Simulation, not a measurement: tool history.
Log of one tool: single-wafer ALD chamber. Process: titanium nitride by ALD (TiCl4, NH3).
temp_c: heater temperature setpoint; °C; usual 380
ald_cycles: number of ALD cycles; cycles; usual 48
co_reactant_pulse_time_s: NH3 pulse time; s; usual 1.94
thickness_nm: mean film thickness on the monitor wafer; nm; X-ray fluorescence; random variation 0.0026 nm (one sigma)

run	hour	temp_c	ald_cycles	co_reactant_pulse_time_s	read-back reference wafer on the same gauge, thickness_nm	thickness_nm
1	0.0	380	48	1.94	1.135	1.033
2	86.0	380	48	1.94	1.135	1.035
3	184.9	380	48	1.94	1.135	1.037
4	283.3	380	48	1.94	1.136	1.038
5	369.2	380	48	1.94	1.138	1.039
6	465.0	380	48	1.94	1.139	1.038
7	532.2	380	48	1.94	1.140	1.033
8	589.0	380	48	1.94	1.140	1.039
9	663.6	380	48	1.94	1.141	1.043
10	752.5	380	48	1.94	1.140	1.041
11	830.2	380	48	1.94	1.141	1.041
12	927.9	380	48	1.94	1.143	1.043
13	988.9	380	51	1.94	1.143	1.110
# hour 1022.9: thermocouple changed; heater temperature recalibrated
# hour 1033.3: gauge calibrated
# hour 1034.1: showerhead replaced
14	1056.6	365	39	1.94	1.130	0.817
15	1101.1	375	48	2.46	1.131	1.043
16	1173.8	391	48	1.94	1.131	1.046
17	1247.7	367	43	2.43	1.131	0.929
18	1330.8	380	39	1.94	1.133	0.842
19	1429.6	366	40	2.51	1.135	0.861
20	1498.0	386	48	1.94	1.135	1.040
21	1542.3	380	48	1.94	1.135	1.037

Some steps in thickness_nm between neighbouring runs. How much of each would the tool show without its hidden state too (settings, what came in, random variation), and how much is left for the hidden state, with any gauge scatter that isn't in both results?
The hidden state here: wafer temperature above the value expected at the setpoint (K); gauge reads high (%).
Run 13 -> 14: temp_c 380 -> 365, ald_cycles 51 -> 39, thermocouple changed; heater temperature recalibrated, gauge calibrated, showerhead replaced. thickness_nm -0.293 nm: hidden state -0.012, all else -0.281.
Run 14 -> 15: temp_c 365 -> 375, ald_cycles 39 -> 48, co_reactant_pulse_time_s 1.94 -> 2.46. thickness_nm +0.226 nm: hidden state -0.001, all else +0.227.
Run 15 -> 16: temp_c 375 -> 391, co_reactant_pulse_time_s 2.46 -> 1.94. thickness_nm +0.003 nm: hidden state +0.002, all else +0.001.
